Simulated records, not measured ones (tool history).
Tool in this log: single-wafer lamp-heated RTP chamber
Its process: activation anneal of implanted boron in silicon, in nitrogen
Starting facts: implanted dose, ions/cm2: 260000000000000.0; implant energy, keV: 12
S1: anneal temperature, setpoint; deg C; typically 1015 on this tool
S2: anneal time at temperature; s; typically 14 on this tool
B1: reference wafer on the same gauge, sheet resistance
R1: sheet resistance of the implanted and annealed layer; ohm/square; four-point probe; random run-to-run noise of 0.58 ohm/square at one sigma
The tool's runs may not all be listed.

run,hour,S1,S2,B1,R1
1,0.0,1015,14,377.13,388.15
2,17.3,1015,14,377.11,387.90
3,28.9,1015,14,377.02,388.06
4,37.9,1015,14,377.05,387.71
5,54.6,1039,10,376.87,386.36
6,68.1,1015,14,376.99,388.47
# hour 92.7: pyrometer window cleaned and pyrometer calibrated
7,93.2,1015,14,377.07,388.28
8,96.3,1015,14,377.07,387.51
9,104.9,1015,14,376.83,388.04
10,118.4,1015,11,377.01,389.21
11,125.8,1015,14,376.98,387.63
12,141.7,1015,16,376.94,388.25
13,149.9,1015,14,377.04,387.92
14,159.4,1015,10,376.92,389.31
15,172.4,1006,7,376.86,392.59
# hour 181.9: gauge calibrated
# hour 191.1: reflector plate cleaned
16,191.6,990,10,376.95,398.30
17,194.9,1037,6,376.87,386.76
18,207.8,1015,14,377.18,388.03
19,223.5,996,14,376.94,392.91

What will run 20 give?
20,238.6,1015,11,?,?

{"run 20": {"B1": 376.97, "R1": 387.78}}
Without the tool's hidden state the same run would have given R1 387.78 ohm/square.
